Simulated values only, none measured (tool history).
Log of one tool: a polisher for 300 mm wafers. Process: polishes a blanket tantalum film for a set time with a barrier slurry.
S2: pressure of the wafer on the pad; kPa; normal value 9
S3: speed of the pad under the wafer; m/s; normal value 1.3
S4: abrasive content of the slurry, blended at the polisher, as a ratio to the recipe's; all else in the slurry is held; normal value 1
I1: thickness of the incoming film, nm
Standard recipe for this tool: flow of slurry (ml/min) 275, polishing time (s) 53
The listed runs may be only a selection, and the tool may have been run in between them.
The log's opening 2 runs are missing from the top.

Run 3, hour 156.7: usual settings; I1 479.5. Result: film removed (angstrom) 606.
At hour 197.1: slurry nozzle cleaned.
At hour 198.1: slurry blender recalibrated.
Run 4, hour 232.3: usual settings; I1 481.5. Result: film removed (angstrom) 609.
Run 5, hour 314.9: usual settings; I1 473.5. Result: film removed (angstrom) 608.
Run 6, hour 396.3: usual settings; I1 477.9. Result: film removed (angstrom) 594.
At hour 466: worn pad replaced by a new one, of another model than before.
Run 7, hour 477.7: usual settings but S4 0.7; I1 482.3. Result: film removed (angstrom) 600.
Run 8, hour 552.6: usual settings; I1 483.9. Result: film removed (angstrom) 666.
At hour 682.1: head pressure recalibrated.
Run 9, hour 715.4: usual settings but flow of slurry (ml/min) 355, S2 11 kPa, S4 0.8, polishing time (s) 39; I1 481.1. Result: film removed (angstrom) 493.
Run 10, hour 784.6: usual settings; I1 482.4. Result: film removed (angstrom) 621.
Run 11, hour 855.1: usual settings but flow of slurry (ml/min) 195, S3 1.62 m/s, S4 1.2, polishing time (s) 66; I1 483.5. Result: film removed (angstrom) 926.
Run 12, hour 902: usual settings but S2 7.6 kPa, S4 1.3, polishing time (s) 59; I1 481.6. Result: film removed (angstrom) 690.
At hour 973.5: slurry blender recalibrated.
At hour 1076: slurry nozzle cleaned.
Run 13, hour 1131.3: usual settings but flow of slurry (ml/min) 225, S2 11.7 kPa, S4 1.15, polishing time (s) 66; I1 480.3. Result: film removed (angstrom) 919.
Run 14, hour 1185.4: usual settings but flow of slurry (ml/min) 330, S3 0.9 m/s; I1 471.3. Result: film removed (angstrom) 509.
Run 15, hour 1282.7: usual settings but flow of slurry (ml/min) 365, S2 11 kPa, S4 0.8, polishing time (s) 34; I1 479. Result: film removed (angstrom) 410.
At hour 1299.6: worn pad replaced by a new one.
Run 16, hour 1551.1: usual settings; I1 489.6. Result: film removed (angstrom) 634.

Expected results for the next run?
At hour 1593: head pressure recalibrated.
Run 17, hour 1593.7: usual settings but S2 10.3 kPa, S4 1.1; I1 482.6. Result: film removed (angstrom) ?.

Run 17 gave film removed (angstrom) 699.
On a tool with no hidden condition, and with the same random variation, this run would have come out at film removed (angstrom) 771.
